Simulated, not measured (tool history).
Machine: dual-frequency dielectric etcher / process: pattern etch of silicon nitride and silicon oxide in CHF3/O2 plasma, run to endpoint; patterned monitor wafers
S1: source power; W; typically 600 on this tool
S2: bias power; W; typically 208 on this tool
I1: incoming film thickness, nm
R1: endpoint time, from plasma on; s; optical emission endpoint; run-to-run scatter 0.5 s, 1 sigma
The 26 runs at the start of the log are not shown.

Run 27, hour 2112.4: usual settings but S2 257 W; I1 221.8. Result: R1 121.9 s.
Run 28, hour 2211.2: usual settings but S2 176 W; I1 222.5. Result: R1 143.4 s.
Run 29, hour 2317.9: usual settings but S1 710 W, S2 190 W; I1 220.1. Result: R1 128.6 s.
Run 30, hour 2359: usual settings but S1 470 W, S2 158 W; I1 225.8. Result: R1 168.7 s.
At hour 2454.8: wet clean of the chamber.
Run 31, hour 2455.3: usual settings but S1 660 W, S2 178 W; I1 222.5. Result: R1 137.1 s.
Run 32, hour 2499.5: usual settings but S1 680 W; I1 221.8. Result: R1 126 s.
Run 33, hour 2588.3: usual settings; I1 223.5. Result: R1 134.2 s.
Run 34, hour 2630.6: usual settings but S2 231 W; I1 222.2. Result: R1 128.2 s.

Branching from run 34: 4 alternative next runs. What would each branch give?
Run A, hour 2631.1: usual settings but S2 170 W; I1 220.6. Result: R1 ?.
Run B, hour 2631.1: usual settings but S2 245 W; I1 220.6. Result: R1 ?.
Run C, hour 2631.1: usual settings but S1 560 W, S2 257 W; I1 220.6. Result: R1 ?.
Run D, hour 2631.1: usual settings but S1 700 W, S2 161 W; I1 220.6. Result: R1 ?.

run     R1
  A  144.1
  B  123.8
  C  124.8
  D  138.3
Take away the tool's hidden state, keep each run's random variation, and the runs would have read:
run     R1
  A  143.1
  B  122.9
  C  123.8
  D  137.4

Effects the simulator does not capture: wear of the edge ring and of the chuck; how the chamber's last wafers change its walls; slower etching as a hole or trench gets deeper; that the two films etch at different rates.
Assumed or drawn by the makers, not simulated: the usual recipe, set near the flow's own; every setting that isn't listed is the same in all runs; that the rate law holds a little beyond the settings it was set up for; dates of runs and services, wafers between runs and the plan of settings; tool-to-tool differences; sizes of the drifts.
